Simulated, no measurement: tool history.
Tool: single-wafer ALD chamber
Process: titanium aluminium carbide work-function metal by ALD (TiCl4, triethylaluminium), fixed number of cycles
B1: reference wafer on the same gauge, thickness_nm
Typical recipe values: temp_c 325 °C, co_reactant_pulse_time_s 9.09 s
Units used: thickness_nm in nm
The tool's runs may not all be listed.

Run 1, hour 0.0: usual settings; B1 2.240. Result: thickness_nm 2.212 nm.
Run 2, hour 34.9: usual settings; B1 2.238. Result: thickness_nm 2.211 nm.
Run 3, hour 62.0: usual settings but temp_c 337 °C; B1 2.241. Result: thickness_nm 2.292 nm.
Run 4, hour 85.0: usual settings; B1 2.240. Result: thickness_nm 2.194 nm.
Run 5, hour 97.1: usual settings; B1 2.241. Result: thickness_nm 2.188 nm.
Run 6, hour 131.8: usual settings; B1 2.242. Result: thickness_nm 2.196 nm.
Run 7, hour 157.0: usual settings; B1 2.238. Result: thickness_nm 2.191 nm.
Run 8, hour 184.8: usual settings; B1 2.240. Result: thickness_nm 2.191 nm.
Run 9, hour 201.8: usual settings but co_reactant_pulse_time_s 7.02 s; B1 2.239. Result: thickness_nm 1.860 nm.
Run 10, hour 217.3: usual settings but co_reactant_pulse_time_s 7.02 s; B1 2.242. Result: thickness_nm 1.860 nm.
Run 11, hour 249.3: usual settings; B1 2.241. Result: thickness_nm 2.274 nm.
Run 12, hour 279.3: usual settings; B1 2.239. Result: thickness_nm 2.269 nm.
Run 13, hour 304.6: usual settings; B1 2.240. Result: thickness_nm 2.262 nm.
Run 14, hour 326.1: usual settings; B1 2.240. Result: thickness_nm 2.256 nm.
Run 15, hour 350.8: usual settings; B1 2.241. Result: thickness_nm 2.270 nm.
Run 16, hour 383.5: usual settings; B1 2.240. Result: thickness_nm 2.258 nm.
Run 17, hour 409.2: usual settings but temp_c 331 °C, co_reactant_pulse_time_s 7.07 s; B1 2.239. Result: thickness_nm 2.048 nm.
Run 18, hour 433.0: usual settings but temp_c 310 °C, co_reactant_pulse_time_s 6.93 s; B1 2.240. Result: thickness_nm 1.859 nm.
Run 19, hour 446.0: usual settings but temp_c 336 °C, co_reactant_pulse_time_s 12.69 s; B1 2.241. Result: thickness_nm 2.440 nm.
Run 20, hour 464.3: usual settings but temp_c 331 °C, co_reactant_pulse_time_s 11.88 s; B1 2.240. Result: thickness_nm 2.390 nm.
Run 21, hour 516.7: usual settings but temp_c 310 °C, co_reactant_pulse_time_s 11.65 s; B1 2.239. Result: thickness_nm 2.209 nm.
Run 22, hour 541.1: usual settings but temp_c 321 °C, co_reactant_pulse_time_s 12.36 s; B1 2.239. Result: thickness_nm 2.312 nm.
Run 23, hour 553.3: usual settings but temp_c 334 °C; B1 2.238. Result: thickness_nm 2.350 nm.
Run 24, hour 572.2: usual settings but temp_c 316 °C; B1 2.240. Result: thickness_nm 2.203 nm.
Run 25, hour 587.3: usual settings but temp_c 330 °C, co_reactant_pulse_time_s 11.06 s; B1 2.240. Result: thickness_nm 2.396 nm.
Run 26, hour 603.4: usual settings but co_reactant_pulse_time_s 7.60 s; B1 2.240. Result: thickness_nm 2.108 nm.
Run 27, hour 635.2: usual settings but co_reactant_pulse_time_s 5.63 s; B1 2.241. Result: thickness_nm 1.536 nm.
Run 28, hour 662.6: usual settings but temp_c 332 °C, co_reactant_pulse_time_s 11.46 s; B1 2.241. Result: thickness_nm 2.421 nm.
Run 29, hour 682.3: usual settings but temp_c 333 °C, co_reactant_pulse_time_s 11.20 s; B1 2.242. Result: thickness_nm 2.426 nm.
Run 30, hour 695.5: usual settings but temp_c 310 °C, co_reactant_pulse_time_s 7.72 s; B1 2.239. Result: thickness_nm 2.000 nm.
Run 31, hour 719.4: usual settings but temp_c 316 °C; B1 2.240. Result: thickness_nm 2.197 nm.
Run 32, hour 744.5: usual settings but co_reactant_pulse_time_s 10.54 s; B1 2.241. Result: thickness_nm 2.337 nm.
Run 33, hour 778.9: usual settings but co_reactant_pulse_time_s 7.02 s; B1 2.238. Result: thickness_nm 1.974 nm.
Run 34, hour 810.4: usual settings but temp_c 337 °C, co_reactant_pulse_time_s 11.36 s; B1 2.239. Result: thickness_nm 2.464 nm.

Missing from the log above: 4 entries noted between runs. For each, name the pair of listed runs it sits between and say how the tool's hidden condition differs from the listed run just before to the listed run just after:
Runs 10 to 11: triethylaluminium bottle replaced (hour 228.7)
  wafer temperature above the value expected at the setpoint (K): -2.93 -> -3.1; triethylaluminium dose above that of a fresh bottle (%): -12.4 -> -0.91
  measured minus no-state result, thickness_nm: -0.195 -> -0.030 nm
Runs 15 to 16: gauge calibrated (hour 375.7)
  wafer temperature above the value expected at the setpoint (K): -3.67 -> -3.86; triethylaluminium dose above that of a fresh bottle (%): -1.88 -> -2.19
  measured minus no-state result, thickness_nm: -0.040 -> -0.044 nm
Runs 22 to 23: thermocouple changed; heater temperature recalibrated (hour 552.5)
  wafer temperature above the value expected at the setpoint (K): -4.87 -> -0.469; triethylaluminium dose above that of a fresh bottle (%): -3.7 -> -3.82
  measured minus no-state result, thickness_nm: -0.046 -> -0.028 nm
Runs 25 to 26: showerhead replaced (hour 597.4)
  wafer temperature above the value expected at the setpoint (K): -0.472 -> -0.475; triethylaluminium dose above that of a fresh bottle (%): -4.14 -> -4.3
  measured minus no-state result, thickness_nm: -0.016 -> -0.049 nm
